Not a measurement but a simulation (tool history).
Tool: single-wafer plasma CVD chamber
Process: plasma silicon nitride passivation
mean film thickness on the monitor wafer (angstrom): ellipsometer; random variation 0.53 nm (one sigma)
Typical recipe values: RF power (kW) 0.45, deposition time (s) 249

run	hour	RF power (kW)	deposition time (s)	read-back reference wafer on the same gauge, thickness_nm	mean film thickness on the monitor wafer (angstrom)
1	0	0.41	249	289.082	3250.03
2	95.4	0.41	249	288.979	3250.53
3	141.7	0.5	249	289.034	3377.93
4	217.1	0.45	249	288.955	3306.8
# hour 301.3: gauge calibrated
5	307.5	0.45	249	288.983	3288.76
6	343.6	0.45	249	289.053	3296.61
7	437.3	0.45	249	288.95	3294.27
# hour 465.9: RF generator calibrated
8	527.9	0.45	249	288.982	3341.63
9	583.9	0.515	207	289.055	2862.19
# hour 609.6: showerhead replaced
10	632.9	0.425	283	288.946	3754.86
11	723.4	0.385	296	288.949	3840.83
12	828.1	0.45	249	288.985	3353.38
13	879.6	0.405	273	289.068	3603.46
14	917.2	0.48	275	289.001	3740.96

Difference, measured minus no-hidden-state, one row per run. Run-to-run variation is common to both terms; the gauge's own scatter need not be:
What the log doesn't record here: delivered RF power above the setpoint (%); gauge reads high (%).
run	mean film thickness on the monitor wafer (angstrom)
1	-35.45
2	-39.31
3	-42.89
4	-45.38
5	-49.41
6	-51.31
7	-56.09
8	-2.33
9	-2.11
10	-2.97
11	-3.64
12	-4.05
13	-4.93
14	-5.61

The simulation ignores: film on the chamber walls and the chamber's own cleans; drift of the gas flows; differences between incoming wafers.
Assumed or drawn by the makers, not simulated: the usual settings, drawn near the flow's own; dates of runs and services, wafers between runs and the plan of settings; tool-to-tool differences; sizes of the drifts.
